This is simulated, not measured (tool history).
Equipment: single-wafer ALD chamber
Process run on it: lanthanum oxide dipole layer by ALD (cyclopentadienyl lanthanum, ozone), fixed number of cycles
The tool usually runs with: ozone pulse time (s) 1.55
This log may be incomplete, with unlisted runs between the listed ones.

| run | hour | ozone pulse time (s) | read-back reference wafer on the same gauge, thickness_nm | mean film thickness on the monitor wafer (angstrom) |
|---|---|---|---|---|
| 1 | 0 | 1.81 | 0.444 | 5.32 |
| 2 | 31.9 | 1.81 | 0.445 | 5.3 |
| 3 | 74.5 | 1.55 | 0.444 | 5.24 |
| 4 | 122.7 | 1.55 | 0.444 | 5.23 |
| 5 | 171.7 | 1.55 | 0.444 | 5.21 |
| 6 | 225.6 | 1.34 | 0.443 | 5.06 |
| 7 | 270.5 | 1.34 | 0.443 | 5.05 |
| 8 | 331.5 | 1.34 | 0.445 | 5.06 |
| 9 | 383.2 | 1.99 | 0.444 | 5.33 |
| 10 | 417 | 1.07 | 0.444 | 4.71 |
| 11 | 487.5 | 1.55 | 0.445 | 5.18 |
| 12 | 512.1 | 1.55 | 0.444 | 5.2 |
|  | 529.9 | thermocouple changed; heater temperature recalibrated |
| 13 | 547.9 | 1.55 | 0.445 | 5.19 |
| 14 | 615.2 | 2.16 | 0.445 | 5.36 |
| 15 | 682.2 | 1.55 | 0.444 | 5.14 |
|  | 719.7 | ozone generator serviced |
| 16 | 752.9 | 1.87 | 0.444 | 5.36 |
| 17 | 805.3 | 1.35 | 0.443 | 5.06 |
| 18 | 866.9 | 1.81 | 0.445 | 5.33 |
| 19 | 898.1 | 1.55 | 0.444 | 5.19 |
| 20 | 928.3 | 1.95 | 0.444 | 5.37 |
| 21 | 967.3 | 2.13 | 0.444 | 5.37 |
| 22 | 997.8 | 1.94 | 0.444 | 5.33 |
| 23 | 1039.9 | 1.55 | 0.444 | 5.19 |
|  | 1088.3 | gauge calibrated |
| 24 | 1092.1 | 1.96 | 0.444 | 5.37 |
|  | 1160.5 | showerhead replaced, of another model than before |
| 25 | 1301.6 | 1.8 | 0.443 | 5.23 |
| 26 | 1366.6 | 1.28 | 0.445 | 5.06 |
| 27 | 1399.3 | 1.37 | 0.444 | 5.11 |
|  | 1415.7 | ozone generator serviced |
| 28 | 1447.3 | 2.04 | 0.444 | 5.34 |
| 29 | 1516.9 | 1.09 | 0.444 | 5 |
| 30 | 1544.2 | 1.34 | 0.444 | 5.17 |
| 31 | 1581.2 | 1.24 | 0.444 | 5.12 |
| 32 | 1649.9 | 1.55 | 0.444 | 5.19 |
| 33 | 1687.4 | 1.15 | 0.444 | 5.04 |
| 34 | 1737.4 | 1.81 | 0.444 | 5.24 |

Alternative continuations, all from the tool just after run 34; predict every row:
| A | 1737.8 | 2.07 | ? | ? |
| B | 1737.8 | 1.06 | ? | ? |
| C | 1737.8 | 1.89 | ? | ? |
| D | 1737.8 | 0.95 | ? | ? |

| run | read-back reference wafer on the same gauge, thickness_nm | mean film thickness on the monitor wafer (angstrom) |
|---|---|---|
| A | 0.444 | 5.33 |
| B | 0.444 | 4.97 |
| C | 0.444 | 5.3 |
| D | 0.444 | 4.9 |
Without the tool's hidden state the same runs would have given:
| run | mean film thickness on the monitor wafer (angstrom) |
|---|---|
| A | 5.34 |
| B | 4.99 |
| C | 5.31 |
| D | 4.91 |

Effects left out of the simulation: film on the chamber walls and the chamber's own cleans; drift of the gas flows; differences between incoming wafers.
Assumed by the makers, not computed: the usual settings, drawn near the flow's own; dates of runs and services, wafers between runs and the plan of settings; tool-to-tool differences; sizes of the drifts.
